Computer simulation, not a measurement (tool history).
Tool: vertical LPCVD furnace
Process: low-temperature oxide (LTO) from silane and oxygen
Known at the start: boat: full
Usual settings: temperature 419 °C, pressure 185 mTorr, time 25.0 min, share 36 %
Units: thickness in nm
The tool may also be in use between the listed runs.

run	hour	temperature	pressure	time	share	wafers since the last listed run	hours since the last temperature calibration	hours since the pressure gauge was zeroed	hours since the silane flow controller was replaced	hours since the gauge calibration	read-back reference wafer on the same gauge, thickness	thickness
1	0.0	419	185	27.5	36	0	2870.6	2406.7	6095.0	131.7	179.41	244.29
2	10.6	419	185	25.0	36	231	2881.2	2417.3	6105.6	142.3	179.46	222.47
3	21.3	419	185	25.0	36	233	2891.9	2428.0	6116.3	153.0	179.52	222.29
4	32.2	419	185	25.0	36	238	2902.8	2438.9	6127.2	163.9	179.67	221.89
5	45.2	419	185	25.0	36	284	2915.8	2451.9	6140.2	176.9	179.71	222.63
6	54.0	419	185	25.0	36	192	2924.6	2460.7	6149.0	185.7	179.62	222.84
7	61.2	419	185	25.0	36	157	2931.8	2467.9	6156.2	192.9	179.71	222.08
8	68.1	415	185	25.0	36	150	2938.7	2474.8	6163.1	199.8	179.64	212.68
9	82.9	419	185	25.0	36	323	2953.5	2489.6	6177.9	214.6	179.68	222.02
10	93.4	419	185	25.0	36	229	2964.0	2500.1	6188.4	225.1	179.64	221.87
# hour 126.6: thermocouples replaced and temperature profile calibrated
# hour 145.6: gauge calibrated
# hour 148.9: pressure gauge zeroed
11	149.4	419	185	25.0	36	211	22.8	0.5	6244.4	3.8	178.32	220.77
12	153.0	429	185	25.0	34	78	26.4	4.1	6248.0	7.4	178.39	228.23
13	156.5	430	215	17.0	36	76	29.9	7.6	6251.5	10.9	178.34	195.74
14	160.1	419	220	18.5	36	78	33.5	11.2	6255.1	14.5	178.50	194.29
15	163.6	419	155	18.0	36	76	37.0	14.7	6258.6	18.0	178.63	133.61
# hour 192.1: silane flow controller replaced
16	192.6	419	185	17.0	36	109	66.0	43.7	0.5	47.0	178.98	150.64
17	196.2	426	205	25.0	39	78	69.6	47.3	4.1	50.6	179.05	291.11
18	199.7	408	225	25.0	42	76	73.1	50.8	7.6	54.1	178.99	287.68
19	204.5	419	145	25.0	36	104	77.9	55.6	12.4	58.9	179.08	173.69
20	216.1	409	200	16.0	36	253	89.5	67.2	24.0	70.5	179.24	137.77
21	233.9	408	225	25.0	42	388	107.3	85.0	41.8	88.3	179.42	288.09
22	244.2	419	185	25.0	36	225	117.6	95.3	52.1	98.6	179.48	222.05

5 ways to go on from here, each from the tool as it stands after run 22. What would each give?
A	247.8	419	185	25.0	33	78	121.2	98.9	55.7	102.2	?	?
B	247.8	427	230	34.0	32	78	121.2	98.9	55.7	102.2	?	?
C	247.8	427	215	28.5	31	78	121.2	98.9	55.7	102.2	?	?
D	247.8	419	140	15.5	36	78	121.2	98.9	55.7	102.2	?	?
E	247.8	409	165	25.0	36	78	121.2	98.9	55.7	102.2	?	?

run	read-back reference wafer on the same gauge, thickness	thickness
A	179.36	198.42
B	179.36	350.77
C	179.36	263.30
D	179.36	104.18
E	179.36	177.81
Without the tool's hidden state the same runs would have given:
run	thickness
A	196.80
B	347.90
C	261.14
D	103.33
E	176.36
